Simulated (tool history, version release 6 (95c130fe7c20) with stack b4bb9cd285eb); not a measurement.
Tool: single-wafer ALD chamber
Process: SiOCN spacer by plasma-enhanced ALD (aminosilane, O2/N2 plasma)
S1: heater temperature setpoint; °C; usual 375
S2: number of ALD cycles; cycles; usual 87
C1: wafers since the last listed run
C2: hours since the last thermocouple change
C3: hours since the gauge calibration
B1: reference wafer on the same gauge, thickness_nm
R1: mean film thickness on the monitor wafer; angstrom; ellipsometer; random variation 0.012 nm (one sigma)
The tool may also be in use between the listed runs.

{"run": 1, "day": 0.0, "S1": 375, "S2": 87, "C1": 0, "C2": 1856.4, "C3": 458.5, "B1": 3.935, "R1": 46.76}
{"run": 2, "day": 0.771, "S1": 375, "S2": 87, "C1": 43, "C2": 1874.9, "C3": 477.0, "B1": 3.933, "R1": 46.89}
{"run": 3, "day": 1.712, "S1": 375, "S2": 87, "C1": 53, "C2": 1897.5, "C3": 499.6, "B1": 3.934, "R1": 46.76}
{"day": 1.858, "done": "gauge calibrated"}
{"run": 4, "day": 2.292, "S1": 375, "S2": 87, "C1": 32, "C2": 1911.4, "C3": 10.4, "B1": 3.984, "R1": 47.54}
{"run": 5, "day": 3.546, "S1": 375, "S2": 87, "C1": 71, "C2": 1941.5, "C3": 40.5, "B1": 3.975, "R1": 47.33}
{"run": 6, "day": 4.638, "S1": 375, "S2": 87, "C1": 62, "C2": 1967.7, "C3": 66.7, "B1": 3.966, "R1": 47.48}
{"run": 7, "day": 5.379, "S1": 375, "S2": 87, "C1": 42, "C2": 1985.5, "C3": 84.5, "B1": 3.964, "R1": 47.37}
{"run": 8, "day": 6.417, "S1": 375, "S2": 87, "C1": 59, "C2": 2010.4, "C3": 109.4, "B1": 3.962, "R1": 47.13}
{"run": 9, "day": 7.729, "S1": 375, "S2": 87, "C1": 74, "C2": 2041.9, "C3": 140.9, "B1": 3.951, "R1": 47.12}
{"run": 10, "day": 8.483, "S1": 375, "S2": 87, "C1": 42, "C2": 2060.0, "C3": 159.0, "B1": 3.951, "R1": 46.97}
{"run": 11, "day": 9.158, "S1": 375, "S2": 87, "C1": 38, "C2": 2076.2, "C3": 175.2, "B1": 3.949, "R1": 46.9}
{"day": 11.104, "done": "thermocouple changed; heater temperature recalibrated"}
{"run": 12, "day": 11.925, "S1": 375, "S2": 87, "C1": 138, "C2": 19.7, "C3": 241.6, "B1": 3.939, "R1": 46.96}
{"run": 13, "day": 13.312, "S1": 375, "S2": 75, "C1": 78, "C2": 53.0, "C3": 274.9, "B1": 3.938, "R1": 40.52}
{"run": 14, "day": 14.304, "S1": 370, "S2": 79, "C1": 56, "C2": 76.8, "C3": 298.7, "B1": 3.939, "R1": 42.5}
{"run": 15, "day": 15.767, "S1": 375, "S2": 87, "C1": 83, "C2": 111.9, "C3": 333.8, "B1": 3.934, "R1": 46.87}
{"run": 16, "day": 16.512, "S1": 375, "S2": 104, "C1": 42, "C2": 129.8, "C3": 351.7, "B1": 3.933, "R1": 56.27}
{"run": 17, "day": 17.746, "S1": 375, "S2": 87, "C1": 70, "C2": 159.4, "C3": 381.3, "B1": 3.934, "R1": 46.82}
{"day": 18.071, "done": "gauge calibrated"}
{"run": 18, "day": 19.192, "S1": 375, "S2": 103, "C1": 82, "C2": 194.1, "C3": 26.9, "B1": 3.971, "R1": 55.96}
{"run": 19, "day": 20.108, "S1": 375, "S2": 87, "C1": 52, "C2": 216.1, "C3": 48.9, "B1": 3.96, "R1": 47.26}
{"run": 20, "day": 21.229, "S1": 365, "S2": 77, "C1": 63, "C2": 243.0, "C3": 75.8, "B1": 3.956, "R1": 41.82}
{"run": 21, "day": 22.317, "S1": 385, "S2": 83, "C1": 61, "C2": 269.1, "C3": 101.9, "B1": 3.949, "R1": 44.92}
{"run": 22, "day": 23.529, "S1": 386, "S2": 77, "C1": 68, "C2": 298.2, "C3": 131.0, "B1": 3.943, "R1": 41.69}
{"run": 23, "day": 24.304, "S1": 388, "S2": 76, "C1": 44, "C2": 316.8, "C3": 149.6, "B1": 3.941, "R1": 40.97}
{"run": 24, "day": 24.95, "S1": 370, "S2": 79, "C1": 36, "C2": 332.3, "C3": 165.1, "B1": 3.94, "R1": 42.55}
{"run": 25, "day": 25.583, "S1": 369, "S2": 87, "C1": 36, "C2": 347.5, "C3": 180.3, "B1": 3.94, "R1": 46.93}
{"run": 26, "day": 26.379, "S1": 375, "S2": 87, "C1": 45, "C2": 366.6, "C3": 199.4, "B1": 3.934, "R1": 46.93}

How the hidden state differs across the entries between the runs, from the last listed run before each to the first after it:
Between runs 3 and 4: gauge calibrated (day 1.858)
  gauge reads high (%): -1.41 -> -0.139
  measured less the result without the state, R1: -0.66 -> -0.07 angstrom
Between runs 11 and 12: thermocouple changed; heater temperature recalibrated (day 11.104)
  gauge reads high (%): -1.07 -> -1.23
  measured less the result without the state, R1: -0.51 -> -0.58 angstrom
Between runs 17 and 18: gauge calibrated (day 18.071)
  gauge reads high (%): -1.42 -> -0.514
  measured less the result without the state, R1: -0.67 -> -0.29 angstrom
